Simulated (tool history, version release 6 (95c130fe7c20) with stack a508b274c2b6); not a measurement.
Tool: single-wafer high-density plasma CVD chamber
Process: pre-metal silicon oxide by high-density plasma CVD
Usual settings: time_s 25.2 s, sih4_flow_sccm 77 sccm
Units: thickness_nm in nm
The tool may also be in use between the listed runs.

run    hour  time_s  sih4_flow_sccm  wafers since the last listed run  hours since the silane flow controller was replaced  hours since the gauge calibration  read-back reference wafer on the same gauge, thickness_nm  thickness_nm
  1     0.0    25.2              77                                 0                                               3592.7                               98.9                                                    220.949       185.693
  2    85.7    25.2              77                              1264                                               3678.4                              184.6                                                    221.202       185.003
  3   180.3    25.2              77                              1395                                               3773.0                              279.2                                                    221.173       185.023
  4   242.8    23.6              77                               922                                               3835.5                              341.7                                                    220.904       173.289
  5   307.2    23.6              77                               950                                               3899.9                              406.1                                                    220.961       173.488
  6   349.7    25.2              85                               627                                               3942.4                              448.6                                                    220.955       201.752
  7   387.8    25.2              85                               562                                               3980.5                              486.7                                                    220.978       203.352
  8   480.9    25.2              85                              1373                                               4073.6                              579.8                                                    220.920       201.530
  9   565.2    25.2              77                              1243                                               4157.9                              664.1                                                    221.023       185.170
 10   648.9    25.2              77                              1234                                               4241.6                              747.8                                                    221.000       186.207
 11   694.2    25.2              77                               668                                               4286.9                              793.1                                                    220.919       185.601
 12   734.4    25.2              77                               593                                               4327.1                              833.3                                                    220.924       185.726
 13   837.5    25.2              77                              1521                                               4430.2                              936.4                                                    220.976       185.052
 14  1022.9    25.2              77                              2735                                               4615.6                             1121.8                                                    220.919       185.748
 15  1063.0    25.2              77                               591                                               4655.7                             1161.9                                                    220.978       186.591
 16  1160.6    25.2              77                              1439                                               4753.3                             1259.5                                                    220.980       186.978
 17  1218.9    25.2              77                               860                                               4811.6                             1317.8                                                    221.149       184.869
 18  1324.3    25.2              77                              1555                                               4917.0                             1423.2                                                    220.991       185.449
 19  1371.0    25.2              77                               688                                               4963.7                             1469.9                                                    221.002       186.330
 20  1420.5    28.9              90                               730                                               5013.2                             1519.4                                                    220.846       243.710
 21  1570.8    28.5              63                              2217                                               5163.5                             1669.7                                                    221.114       177.507
 22  1670.4    25.2              86                              1469                                               5263.1                             1769.3                                                    220.959       204.818
 23  1730.2    30.0              70                               882                                               5322.9                             1829.1                                                    221.200       203.243
     1761.6  -- silane flow controller replaced
 24  1797.8    25.2              70                               879                                                 36.2                             1896.7                                                    221.164       171.204
     1831.0  -- gauge calibrated
 25  1872.7    22.1              63                              1105                                                111.1                               41.7                                                    220.916       137.585
 26  1979.1    21.9              84                              1569                                                217.5                              148.1                                                    221.121       174.114
 27  2073.3    27.0              82                              1389                                                311.7                              242.3                                                    220.971       210.534
 28  2168.7    28.6              77                              1407                                                407.1                              337.7                                                    221.035       210.682
 29  2291.0    27.2              63                              1804                                                529.4                              460.0                                                    221.073       168.526
 30  2388.0    25.2              77                              1431                                                626.4                              557.0                                                    221.169       185.908
 31  2426.9    21.0              86                               573                                                665.3                              595.9                                                    221.024       170.167
 32  2494.6    28.1              86                               998                                                733.0                              663.6                                                    220.973       228.086
 33  2589.6    27.5              72                              1401                                                828.0                              758.6                                                    220.867       191.426
 34  2629.0    26.8              85                               581                                                867.4                              798.0                                                    221.099       216.013
 35  2702.5    25.2              77                              1084                                                940.9                              871.5                                                    221.160       185.269
 36  2749.8    25.2              77                               697                                                988.2                              918.8                                                    220.991       185.642
 37  2844.1    25.2              77                              1391                                               1082.5                             1013.1                                                    220.967       185.620
 38  2944.6    27.8              81                              1482                                               1183.0                             1113.6                                                    221.073       214.060

The tool's hidden state at each run:
delivered silane flow above the setpoint (%): 0 in every run
gauge reads high (%): 0 in every run
